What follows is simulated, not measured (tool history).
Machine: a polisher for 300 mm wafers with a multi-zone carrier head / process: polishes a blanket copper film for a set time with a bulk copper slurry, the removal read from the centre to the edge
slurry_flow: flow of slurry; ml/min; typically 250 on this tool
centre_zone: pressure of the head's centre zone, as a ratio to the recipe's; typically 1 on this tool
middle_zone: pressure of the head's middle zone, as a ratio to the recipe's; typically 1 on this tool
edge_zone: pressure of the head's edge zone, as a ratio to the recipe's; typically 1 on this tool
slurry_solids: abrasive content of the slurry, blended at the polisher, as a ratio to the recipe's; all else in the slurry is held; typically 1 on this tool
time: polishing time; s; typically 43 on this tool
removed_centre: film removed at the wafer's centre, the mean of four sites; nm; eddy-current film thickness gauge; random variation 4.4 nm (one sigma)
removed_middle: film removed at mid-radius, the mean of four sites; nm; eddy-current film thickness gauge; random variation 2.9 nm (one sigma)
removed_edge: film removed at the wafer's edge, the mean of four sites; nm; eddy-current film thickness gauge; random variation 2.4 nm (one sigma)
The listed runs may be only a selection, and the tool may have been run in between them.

run,hour,slurry_flow,centre_zone,middle_zone,edge_zone,slurry_solids,time,"incoming thickness of the incoming film, nm",removed_centre,removed_middle,removed_edge
1,0,250,1,1,1,1,43,2591.8,403.3,397.3,397.8
2,254.4,250,1,1,1,1,43,2619.9,400,406.6,403.7
3,358.9,250,1,1,1.05,1,43,2608.8,391.4,400.7,406.1
4,421.5,250,1,1,1.05,1,43,2591.3,387.2,402.3,404.3
5,504.3,250,1,1,1,1,43,2673.3,385.9,399.9,397.3
6,548,250,1,1,1,1,43,2604.4,375.7,400.2,400.3
7,643.3,250,1,1,1,1,43,2644,376.5,402,398.5
8,690.6,250,1,1,1,1,43,2651.2,379.8,400.9,397.2
9,756.1,315,1,1,1,1,43,2619.3,362.6,408.8,405.5
10,863.2,250,1,1,1,1,43,2668.7,356.3,406,399
11,901.2,335,1,1.05,0.89,1.3,43,2624.7,391.3,467.9,420.1
12,1000.8,250,1,1,1,1,43,2652,347.4,403.2,399.7
13,1041.7,250,1,1,1.12,1,43,2583,411.8,400.2,419.1
14,1136.4,250,1.1,1.06,1,1,54,2563,564.7,532,495.7
15,1228.7,250,1.04,1,1,1,43,2642.9,418.2,396.7,394.4
16,1294.6,320,1,1,1.05,1.2,43,2638.9,432.4,434.4,440.5

Withheld: 10 entries from between the runs. Position of each, and hidden state at the listed run before versus the listed run after:
Between runs 1 and 2: worn pad replaced by a new one (hour 131.9)
  deviation of the centre zone's pressure from its setpoint, %: -0.368 -> -2.83
  measured result minus the result with no hidden state, removed_centre: -1.5 -> -11.5 nm
Between runs 3 and 4: worn pad replaced by a new one (hour 404.6)
  deviation of the centre zone's pressure from its setpoint, %: -3.84 -> -4.44
  measured result minus the result with no hidden state, removed_centre: -15.5 -> -17.9 nm
Between runs 5 and 6: edge zone pressure recalibrated (hour 526.3)
  deviation of the centre zone's pressure from its setpoint, %: -5.24 -> -5.67
  measured result minus the result with no hidden state, removed_centre: -21.2 -> -22.4 nm
Between runs 6 and 7: slurry nozzle cleaned (hour 612)
  deviation of the centre zone's pressure from its setpoint, %: -5.67 -> -6.59
  measured result minus the result with no hidden state, removed_centre: -22.4 -> -26.4 nm
Between runs 7 and 8: worn pad replaced by a new one (hour 659.7)
  deviation of the centre zone's pressure from its setpoint, %: -6.59 -> -7.05
  measured result minus the result with no hidden state, removed_centre: -26.4 -> -28.6 nm
Between runs 8 and 9: centre zone pressure recalibrated (hour 715.6)
  deviation of the centre zone's pressure from its setpoint, %: -7.05 -> -12.9
  measured result minus the result with no hidden state, removed_centre: -28.6 -> -53.5 nm
Between runs 11 and 12: worn pad replaced by a new one (hour 923); carrier head's membrane replaced by a new one (hour 941.2)
  deviation of the centre zone's pressure from its setpoint, %: -14.4 -> -15.3
  measured result minus the result with no hidden state, removed_centre: -65.1 -> -62.3 nm
Between runs 12 and 13: centre zone pressure recalibrated, repeated, since the last time left the tool worse (hour 1031.5)
  deviation of the centre zone's pressure from its setpoint, %: -15.3 -> -0.117
  measured result minus the result with no hidden state, removed_centre: -62.3 -> -0.5 nm
Between runs 14 and 15: worn pad replaced by a new one (hour 1200.9)
  deviation of the centre zone's pressure from its setpoint, %: -1.03 -> -1.93
  measured result minus the result with no hidden state, removed_centre: -5.8 -> -8.2 nm
